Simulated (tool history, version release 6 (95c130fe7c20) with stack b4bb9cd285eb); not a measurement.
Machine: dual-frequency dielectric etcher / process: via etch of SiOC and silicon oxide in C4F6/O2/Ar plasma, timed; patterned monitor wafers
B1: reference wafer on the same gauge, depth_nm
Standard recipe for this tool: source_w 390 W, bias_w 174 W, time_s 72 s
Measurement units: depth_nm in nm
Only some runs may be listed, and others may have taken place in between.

run 1 hour=0 | source_w=390 bias_w=174 time_s=72 | B1=67.8 | depth_nm=78
run 2 hour=10.5 | source_w=390 bias_w=174 time_s=72 | B1=67.8 | depth_nm=77.8
run 3 hour=38.4 | source_w=390 bias_w=174 time_s=63.5 | B1=67.8 | depth_nm=68.6
run 4 hour=48.6 | source_w=390 bias_w=174 time_s=72 | B1=67.8 | depth_nm=78.3
run 5 hour=60.8 | source_w=390 bias_w=174 time_s=72 | B1=67.8 | depth_nm=78.1
-- hour=80.6 bias power generator calibrated
-- hour=90.5 wet clean of the chamber
-- hour=111.5 upper electrode replaced
run 6 hour=112 | source_w=390 bias_w=174 time_s=72 | B1=67.8 | depth_nm=75.6
run 7 hour=112.3 | source_w=390 bias_w=174 time_s=72 | B1=67.8 | depth_nm=76
run 8 hour=112.7 | source_w=390 bias_w=174 time_s=72 | B1=67.8 | depth_nm=76
run 9 hour=113 | source_w=290 bias_w=209 time_s=53 | B1=67.8 | depth_nm=53.5
-- hour=126.9 gauge calibrated
-- hour=143.1 wet clean of the chamber, repeated, since the last time left the tool worse
run 10 hour=143.6 | source_w=460 bias_w=174 time_s=83 | B1=67.8 | depth_nm=100.1
-- hour=148.7 source power generator calibrated
run 11 hour=169.8 | source_w=390 bias_w=174 time_s=72 | B1=67.8 | depth_nm=81.8
run 12 hour=176.7 | source_w=390 bias_w=174 time_s=54.5 | B1=67.7 | depth_nm=61.5
run 13 hour=185.2 | source_w=290 bias_w=209 time_s=53 | B1=67.8 | depth_nm=57.7
run 14 hour=194.7 | source_w=330 bias_w=146 time_s=72 | B1=67.8 | depth_nm=73.6
run 15 hour=203.3 | source_w=470 bias_w=174 time_s=72 | B1=67.8 | depth_nm=86.9

Run 16 has not been measured yet. What should we expect?
run 16 hour=216.4 | source_w=300 bias_w=148 time_s=60 | B1=? | depth_nm=?

{"run 16": {"B1": 67.9, "depth_nm": 59.5}}
The same run, on a tool lacking any hidden state, would have yielded depth_nm 59.5 nm.

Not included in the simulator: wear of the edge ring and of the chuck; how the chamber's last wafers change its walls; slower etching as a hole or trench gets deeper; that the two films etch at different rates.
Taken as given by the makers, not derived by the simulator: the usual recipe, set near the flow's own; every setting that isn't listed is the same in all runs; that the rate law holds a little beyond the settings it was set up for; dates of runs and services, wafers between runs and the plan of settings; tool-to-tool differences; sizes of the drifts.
